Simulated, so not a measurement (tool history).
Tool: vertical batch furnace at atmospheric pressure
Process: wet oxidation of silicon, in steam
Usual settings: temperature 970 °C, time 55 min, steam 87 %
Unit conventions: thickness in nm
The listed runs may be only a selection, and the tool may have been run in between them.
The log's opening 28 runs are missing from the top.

| run | hour | temperature | time | steam | wafers since the last listed run | hours since the last temperature calibration | hours since the steam generator was serviced | hours since the gauge calibration | read-back reference wafer on the same gauge, thickness | thickness |
|---|---|---|---|---|---|---|---|---|---|---|
| 29 | 875.7 | 978 | 69 | 94 | 785 | 245.5 | 308.3 | 339.7 | 356.71 | 446.71 |
| 30 | 889 | 960 | 29 | 92 | 300 | 258.8 | 321.6 | 353 | 357.17 | 212.54 |
| 31 | 910.6 | 962 | 62.5 | 80 | 488 | 280.4 | 343.2 | 374.6 | 356.3 | 335.98 |
| 32 | 932.3 | 970 | 55 | 87 | 490 | 302.1 | 364.9 | 396.3 | 357.06 | 346.84 |
| 33 | 960.3 | 970 | 69.5 | 87 | 633 | 330.1 | 392.9 | 424.3 | 356.83 | 401.62 |
| 34 | 983 | 995 | 55 | 78 | 513 | 352.8 | 415.6 | 447 | 357.04 | 379.19 |
| 35 | 1008.5 | 994 | 40.5 | 90 | 576 | 378.3 | 441.1 | 472.5 | 356.32 | 336.19 |
| 36 | 1040.6 | 970 | 32.5 | 87 | 726 | 410.4 | 473.2 | 504.6 | 356.9 | 239.86 |
| 37 | 1054.2 | 970 | 55 | 87 | 307 | 424 | 486.8 | 518.2 | 356.55 | 345.96 |

Here are 5 independent what-if runs from the current tool condition. What would each one return?
| A | 1058.2 | 970 | 55 | 76 | 90 | 428 | 490.8 | 522.2 | ? | ? |
| B | 1058.2 | 991 | 78 | 97 | 90 | 428 | 490.8 | 522.2 | ? | ? |
| C | 1058.2 | 970 | 44.5 | 87 | 90 | 428 | 490.8 | 522.2 | ? | ? |
| D | 1058.2 | 988 | 45 | 87 | 90 | 428 | 490.8 | 522.2 | ? | ? |
| E | 1058.2 | 970 | 55 | 80 | 90 | 428 | 490.8 | 522.2 | ? | ? |

| run | read-back reference wafer on the same gauge, thickness | thickness |
|---|---|---|
| A | 356.82 | 314.72 |
| B | 356.82 | 527.5 |
| C | 356.82 | 298.58 |
| D | 356.82 | 341.4 |
| E | 356.82 | 325.93 |
Without the tool's hidden state the same runs would have given:
| run | thickness |
|---|---|
| A | 314.72 |
| B | 527.5 |
| C | 298.58 |
| D | 341.4 |
| E | 325.93 |

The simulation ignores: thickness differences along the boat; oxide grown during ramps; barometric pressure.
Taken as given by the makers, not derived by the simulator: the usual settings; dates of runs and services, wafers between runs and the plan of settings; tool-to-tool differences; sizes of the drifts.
